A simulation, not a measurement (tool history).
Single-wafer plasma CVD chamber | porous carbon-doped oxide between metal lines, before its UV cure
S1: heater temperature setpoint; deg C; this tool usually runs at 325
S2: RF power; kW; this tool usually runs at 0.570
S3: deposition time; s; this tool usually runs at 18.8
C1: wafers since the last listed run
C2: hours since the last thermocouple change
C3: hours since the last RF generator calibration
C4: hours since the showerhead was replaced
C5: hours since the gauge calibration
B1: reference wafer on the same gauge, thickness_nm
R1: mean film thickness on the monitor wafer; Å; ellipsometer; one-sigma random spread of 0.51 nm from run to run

run,hour,S1,S2,S3,C1,C2,C3,C4,C5,B1,R1
1,0.0,325,0.570,18.8,0,2180.8,1810.8,6107.6,168.9,124.167,1032.54
2,43.6,325,0.570,18.8,1157,2224.4,1854.4,6151.2,212.5,123.767,1031.29
3,97.1,325,0.570,18.8,1420,2277.9,1907.9,6204.7,266.0,124.046,1033.08
4,184.6,325,0.570,18.8,2323,2365.4,1995.4,6292.2,353.5,124.091,1034.01
5,248.7,325,0.570,18.8,1702,2429.5,2059.5,6356.3,417.6,124.144,1025.39
6,339.9,332,0.570,18.8,2421,2520.7,2150.7,6447.5,508.8,124.145,995.28
7,419.9,332,0.570,18.8,2124,2600.7,2230.7,6527.5,588.8,124.017,1000.75
8,500.8,332,0.570,18.8,2148,2681.6,2311.6,6608.4,669.7,123.926,998.59
9,584.1,333,0.570,20.3,2211,2764.9,2394.9,6691.7,753.0,123.961,1065.16
# hour 610.4: gauge calibrated
# hour 661.8: RF generator calibrated
10,662.3,333,0.570,20.3,1864,2843.1,0.5,6769.9,51.9,124.086,1109.89
# hour 710.8: thermocouple changed; heater temperature recalibrated
11,723.9,338,0.515,16.1,1423,13.1,62.1,6831.5,113.5,124.113,796.12
12,787.7,339,0.525,22.6,1694,76.9,125.9,6895.3,177.3,124.035,1111.98
13,842.9,325,0.570,18.8,1465,132.1,181.1,6950.5,232.5,123.920,1058.89
14,910.4,325,0.660,18.8,1792,199.6,248.6,7018.0,300.0,124.012,1193.10
15,972.1,325,0.570,18.8,1638,261.3,310.3,7079.7,361.7,123.896,1053.05
16,1018.7,325,0.570,18.8,1237,307.9,356.9,7126.3,408.3,123.827,1039.14
# hour 1075.4: showerhead replaced
17,1103.9,334,0.680,21.0,2049,393.1,442.1,28.5,493.5,123.996,1300.09
18,1203.2,316,0.475,18.8,2636,492.4,541.4,127.8,592.8,123.916,922.39
19,1284.1,319,0.570,16.1,2148,573.3,622.3,208.7,673.7,123.974,923.56
# hour 1292.7: gauge calibrated
20,1406.4,325,0.570,17.7,3247,695.6,744.6,331.0,113.7,123.928,977.16

Predict each of these 5 candidate next runs independently; none follows another, all start after run 20:
A,1406.8,325,0.570,18.8,10,696.0,745.0,331.4,114.1,?,?
B,1406.8,325,0.515,18.8,10,696.0,745.0,331.4,114.1,?,?
C,1406.8,325,0.570,19.8,10,696.0,745.0,331.4,114.1,?,?
D,1406.8,312,0.470,18.8,10,696.0,745.0,331.4,114.1,?,?
E,1406.8,325,0.605,18.8,10,696.0,745.0,331.4,114.1,?,?

run,B1,R1
A,123.987,1032.88
B,123.987,943.35
C,123.987,1085.84
D,123.987,910.06
E,123.987,1086.62
With the hidden condition removed and each run's random variation left untouched, the same runs would have given:
run,R1
A,1067.27
B,975.75
C,1122.00
D,946.11
E,1122.58
